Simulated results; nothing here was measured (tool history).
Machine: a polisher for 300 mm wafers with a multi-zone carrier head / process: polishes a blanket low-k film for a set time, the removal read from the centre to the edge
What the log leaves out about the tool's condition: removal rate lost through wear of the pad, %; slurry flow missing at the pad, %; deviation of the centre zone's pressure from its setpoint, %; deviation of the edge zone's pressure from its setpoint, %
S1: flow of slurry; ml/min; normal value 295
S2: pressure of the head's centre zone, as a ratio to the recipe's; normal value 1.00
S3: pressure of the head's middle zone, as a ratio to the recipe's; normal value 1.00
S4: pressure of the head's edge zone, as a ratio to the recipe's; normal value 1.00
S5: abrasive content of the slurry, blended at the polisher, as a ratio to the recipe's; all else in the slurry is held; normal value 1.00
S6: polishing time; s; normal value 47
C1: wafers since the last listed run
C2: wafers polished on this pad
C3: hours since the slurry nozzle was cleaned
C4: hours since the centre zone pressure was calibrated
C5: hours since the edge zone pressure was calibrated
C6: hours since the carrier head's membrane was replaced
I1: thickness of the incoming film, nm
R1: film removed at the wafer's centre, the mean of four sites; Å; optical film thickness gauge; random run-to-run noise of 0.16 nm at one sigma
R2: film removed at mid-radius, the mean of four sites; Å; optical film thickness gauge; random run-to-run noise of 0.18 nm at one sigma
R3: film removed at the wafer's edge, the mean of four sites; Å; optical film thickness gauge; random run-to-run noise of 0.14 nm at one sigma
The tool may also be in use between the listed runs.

run    hour   S1    S2    S3    S4    S5  S6    C1    C2     C3      C4     C5      C6     I1   R1   R2   R3
  1     0.0  295  1.00  1.00  1.00  1.00  41     0  2124  275.5  1032.9  128.3   341.6  457.4  109  119  124
  2    32.0  350  1.05  1.06  1.00  0.70  47   309  2433  307.5  1064.9  160.3   373.6  460.0  111  120  117
  3    92.3  295  1.07  0.93  1.00  1.00  47   583  3017  367.8  1125.2  220.6   433.9  464.6  125  122  135
  4   154.8  295  1.10  0.91  1.00  0.80  47   604  3622  430.3  1187.7  283.1   496.4  462.3  113  106  122
  5   206.6  295  1.12  0.90  1.10  1.00  47   501  4123  482.1  1239.5  334.9   548.2  449.4  125  117  135
      221.8  -- worn pad replaced by a new one
      225.2  -- slurry nozzle cleaned
  6   230.7  295  1.00  1.00  1.00  1.00  47   184    76    5.5  1263.6  359.0   572.3  461.7  127  140  146
      265.5  -- centre zone pressure recalibrated
      268.6  -- edge zone pressure recalibrated
  7   301.2  365  1.00  1.00  1.00  1.00  47   643   720   76.0    35.7   32.6   642.8  454.7  142  140  145
  8   379.8  295  1.10  0.91  1.00  0.80  47   760  1480  154.6   114.3  111.2   721.4  467.1  136  109  127
  9   418.3  205  1.00  0.92  1.00  0.70  47   372  1853  193.1   152.8  149.7   759.9  463.7  107  100  112
 10   449.5  265  1.09  1.00  1.08  0.85  47   301  2155  224.3   184.0  180.9   791.1  460.1  129  119  129
 11   554.9  215  1.06  1.00  1.00  1.20  47  1019  3175  329.7   289.4  286.3   896.5  457.2  139  128  137
 12   591.8  295  1.00  1.00  0.97  1.15  47   357  3532  366.6   326.3  323.2   933.4  457.2  130  132  133
 13   618.4  255  1.06  1.00  1.00  1.25  42   257  3789  393.2   352.9  349.8   960.0  452.8  122  118  124
      647.7  -- edge zone pressure recalibrated
 14   663.9  295  1.00  0.95  1.00  1.00  47   420  4210  438.7   398.4   16.2  1005.5  456.6  119  116  125
      688.9  -- worn pad replaced by a new one
 15   712.8  295  1.00  0.91  1.00  1.20  47   434   231  487.6   447.3   65.1  1054.4  469.9  150  140  159
 16   769.4  320  1.00  1.00  1.09  1.00  47   547   779  544.2   503.9  121.7  1111.0  456.0  139  138  152
      790.2  -- slurry nozzle cleaned
 17   828.4  295  1.00  1.00  1.00  1.00  47   561  1340   38.2   562.9  180.7  1170.0  457.1  134  137  141
 18   882.3  295  1.09  1.00  1.00  0.85  47   521  1861   92.1   616.8  234.6  1223.9  458.2  129  123  128
 19   929.2  380  1.00  1.00  1.00  1.00  33   453  2315  139.0   663.7  281.5  1270.8  463.1   92   96   97
 20   959.0  345  1.08  0.94  0.95  1.00  47   288  2604  168.8   693.5  311.3  1300.6  453.8  135  127  132
     1020.9  -- edge zone pressure recalibrated
 21  1021.8  235  0.91  1.00  1.04  1.00  51   588  3192  231.6   756.3    0.9  1363.4  450.0  116  134  142
 22  1065.9  295  1.00  1.00  1.08  1.00  47   426  3619  275.7   800.4   45.0  1407.5  457.9  119  124  135

Run-by-run hidden state of the tool:
slurry flow missing at the pad, %: 0 on each run
deviation of the edge zone's pressure from its setpoint, %: 0 on each run
H1: removal rate lost through wear of the pad, %
H2: deviation of the centre zone's pressure from its setpoint, %
run    H1      H2
  1  7.21   -8.06
  2  8.22   -8.34
  3  10.1   -8.88
  4  12.1   -9.43
  5  13.7   -9.89
  6  3.32   -10.1
  7  5.55   0.849
  8  8.03   0.153
  9  9.24  -0.187
 10  10.2  -0.464
 11  13.6    -1.4
 12  14.7   -1.72
 13  15.6   -1.96
 14    17   -2.36
 15  2.68   -2.79
 16  4.47   -3.29
 17  6.33   -3.82
 18  8.03   -4.29
 19  9.51   -4.71
 20  10.5   -4.97
 21  12.4   -5.53
 22  13.8   -5.92
